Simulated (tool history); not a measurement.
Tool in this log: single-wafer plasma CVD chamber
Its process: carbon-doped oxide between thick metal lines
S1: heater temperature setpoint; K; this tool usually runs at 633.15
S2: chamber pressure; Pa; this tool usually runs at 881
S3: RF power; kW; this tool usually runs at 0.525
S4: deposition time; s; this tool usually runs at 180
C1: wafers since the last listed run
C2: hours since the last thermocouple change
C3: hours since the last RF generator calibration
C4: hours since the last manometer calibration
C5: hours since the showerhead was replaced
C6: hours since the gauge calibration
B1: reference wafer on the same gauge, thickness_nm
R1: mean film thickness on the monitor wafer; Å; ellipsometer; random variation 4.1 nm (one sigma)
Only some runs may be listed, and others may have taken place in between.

Run 1, hour 0: usual settings but S4 199 s; C1 0; C2 3074.4; C3 2043.5; C4 2932; C5 4435; C6 596.3; B1 1180.027. Result: R1 10037.09 Å.
At hour 22.1: thermocouple changed; heater temperature recalibrated.
Run 2, hour 30.2: usual settings but S2 795 Pa; C1 276; C2 8.1; C3 2073.7; C4 2962.2; C5 4465.2; C6 626.5; B1 1180.683. Result: R1 8904.94 Å.
Run 3, hour 46.5: usual settings but S2 795 Pa; C1 202; C2 24.4; C3 2090; C4 2978.5; C5 4481.5; C6 642.8; B1 1180.063. Result: R1 8975.98 Å.
Run 4, hour 58.7: usual settings; C1 151; C2 36.6; C3 2102.2; C4 2990.7; C5 4493.7; C6 655; B1 1180.051. Result: R1 9027.42 Å.
At hour 87.8: RF generator calibrated.
Run 5, hour 90.3: usual settings; C1 293; C2 68.2; C3 2.5; C4 3022.3; C5 4525.3; C6 686.6; B1 1179.37. Result: R1 10079.08 Å.
Run 6, hour 125.2: usual settings; C1 433; C2 103.1; C3 37.4; C4 3057.2; C5 4560.2; C6 721.5; B1 1179.607. Result: R1 9991.42 Å.
Run 7, hour 145: usual settings; C1 246; C2 122.9; C3 57.2; C4 3077; C5 4580; C6 741.3; B1 1178.496. Result: R1 10091.95 Å.
Run 8, hour 159.3: usual settings but S1 628.15 K, S2 665 Pa, S3 0.58 kW; C1 177; C2 137.2; C3 71.5; C4 3091.3; C5 4594.3; C6 755.6; B1 1180.145. Result: R1 10683.53 Å.
Run 9, hour 174.8: usual settings but S1 619.15 K, S2 787 Pa; C1 192; C2 152.7; C3 87; C4 3106.8; C5 4609.8; C6 771.1; B1 1180.648. Result: R1 10229.02 Å.
At hour 193.1: gauge calibrated.
Run 10, hour 263.3: usual settings but S1 623.15 K, S2 749 Pa, S4 213 s; C1 1100; C2 241.2; C3 175.5; C4 3195.3; C5 4698.3; C6 70.2; B1 1181.038. Result: R1 11885.19 Å.
Run 11, hour 294.8: usual settings but S2 1089 Pa, S4 201 s; C1 391; C2 272.7; C3 207; C4 3226.8; C5 4729.8; C6 101.7; B1 1179.96. Result: R1 11357.92 Å.
Run 12, hour 310: usual settings but S1 620.15 K, S2 1077 Pa, S3 0.61 kW, S4 146 s; C1 188; C2 287.9; C3 222.2; C4 3242; C5 4745; C6 116.9; B1 1180.266. Result: R1 9806.74 Å.
Run 13, hour 324: usual settings but S4 193 s; C1 174; C2 301.9; C3 236.2; C4 3256; C5 4759; C6 130.9; B1 1180.494. Result: R1 10712.32 Å.
At hour 341.3: capacitance manometer re-zeroed and calibrated.
Run 14, hour 346.3: usual settings but S2 807 Pa, S4 166 s; C1 177; C2 324.2; C3 258.5; C4 5; C5 4781.3; C6 153.2; B1 1181.33. Result: R1 9126.95 Å.
Run 15, hour 372.6: usual settings but S3 0.455 kW, S4 216 s; C1 326; C2 350.5; C3 284.8; C4 31.3; C5 4807.6; C6 179.5; B1 1179.337. Result: R1 10218.11 Å.
Run 16, hour 390.7: usual settings but S1 626.15 K, S2 1056 Pa; C1 225; C2 368.6; C3 302.9; C4 49.4; C5 4825.7; C6 197.6; B1 1179.115. Result: R1 10345.03 Å.

Forecast run 17:
At hour 419.3: showerhead replaced.
Run 17, hour 419.8: usual settings; C1 262; C2 397.7; C3 332; C4 78.5; C5 0.5; C6 226.7; B1 ?. Result: R1 ?.

B1: 1179.409
R1: 10009.66 Å
Minus the tool's unlogged condition, the same run would have read R1 10047.44 Å.

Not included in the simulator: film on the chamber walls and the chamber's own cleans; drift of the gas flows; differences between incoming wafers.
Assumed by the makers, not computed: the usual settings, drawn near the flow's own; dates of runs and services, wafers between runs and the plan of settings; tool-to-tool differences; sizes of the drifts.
